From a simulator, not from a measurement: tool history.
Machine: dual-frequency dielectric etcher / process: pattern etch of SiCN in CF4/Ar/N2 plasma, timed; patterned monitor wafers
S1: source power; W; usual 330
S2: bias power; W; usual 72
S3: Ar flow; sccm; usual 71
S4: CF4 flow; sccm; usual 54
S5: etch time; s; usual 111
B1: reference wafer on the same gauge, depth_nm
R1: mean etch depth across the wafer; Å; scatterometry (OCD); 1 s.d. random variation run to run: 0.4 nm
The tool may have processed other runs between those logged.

Run 1, day 0: usual settings but S1 370 W, S2 78 W; B1 78.3. Result: R1 884 Å.
Run 2, day 0.275: usual settings; B1 78.5. Result: R1 767 Å.
Run 3, day 0.538: usual settings; B1 78.3. Result: R1 761 Å.
Run 4, day 1.108: usual settings; B1 78.4. Result: R1 766 Å.
Run 5, day 1.538: usual settings but S1 360 W, S5 101.5 s; B1 78.3. Result: R1 764 Å.
Run 6, day 2.05: usual settings but S1 360 W, S5 101.5 s; B1 78.4. Result: R1 764 Å.
At day 2.671: Ar flow controller replaced.
At day 2.788: gauge calibrated.
At day 2.954: CF4 flow controller replaced.
At day 3.358: upper electrode replaced.
At day 4.088: wet clean of the chamber.
Run 7, day 4.108: usual settings but S1 370 W, S5 136 s; B1 78.3. Result: R1 1061 Å.
Run 8, day 4.121: usual settings; B1 78.4. Result: R1 762 Å.
Run 9, day 4.138: usual settings but S4 62 sccm; B1 78.2. Result: R1 782 Å.
Run 10, day 4.15: usual settings but S4 66 sccm, S5 93 s; B1 78.3. Result: R1 651 Å.
Run 11, day 4.196: usual settings but S1 370 W, S5 144 s; B1 78.3. Result: R1 1112 Å.
Run 12, day 4.854: usual settings but S1 410 W, S5 125.5 s; B1 78.4. Result: R1 1083 Å.
Run 13, day 5.246: usual settings but S3 81 sccm, S4 50 sccm; B1 78.4. Result: R1 739 Å.
Run 14, day 5.938: usual settings; B1 78.3. Result: R1 761 Å.
Run 15, day 6.462: usual settings; B1 78.3. Result: R1 761 Å.
Run 16, day 6.929: usual settings but S3 81 sccm, S4 67 sccm; B1 78.3. Result: R1 771 Å.
At day 7.558: bias power generator calibrated.
At day 7.775: source power generator calibrated.
Run 17, day 7.796: usual settings but S1 280 W, S3 56 sccm, S5 130.5 s; B1 78.3. Result: R1 775 Å.
Run 18, day 8.883: usual settings; B1 78.2. Result: R1 768 Å.
Run 19, day 9.45: usual settings; B1 78.3. Result: R1 760 Å.
Run 20, day 9.742: usual settings; B1 78.4. Result: R1 764 Å.
Run 21, day 10.046: usual settings but S3 60 sccm; B1 78.1. Result: R1 774 Å.
Run 22, day 10.704: usual settings but S1 280 W; B1 78.4. Result: R1 642 Å.

3 ways to go on from here, each from the tool as it stands after run 22. What would each give?
Run A, day 10.721: usual settings but S2 67 W; B1 ?. Result: R1 ?.
Run B, day 10.721: usual settings but S1 280 W, S3 64 sccm, S4 43 sccm, S5 120.5 s; B1 ?. Result: R1 ?.
Run C, day 10.721: usual settings but S3 59 sccm; B1 ?. Result: R1 ?.

run    B1   R1
  A  78.5  740
  B  78.5  680
  C  78.5  774
The same runs, with their run-to-run variation unchanged, on a tool lacking any hidden condition would have given:
run   R1
  A  740
  B  680
  C  774

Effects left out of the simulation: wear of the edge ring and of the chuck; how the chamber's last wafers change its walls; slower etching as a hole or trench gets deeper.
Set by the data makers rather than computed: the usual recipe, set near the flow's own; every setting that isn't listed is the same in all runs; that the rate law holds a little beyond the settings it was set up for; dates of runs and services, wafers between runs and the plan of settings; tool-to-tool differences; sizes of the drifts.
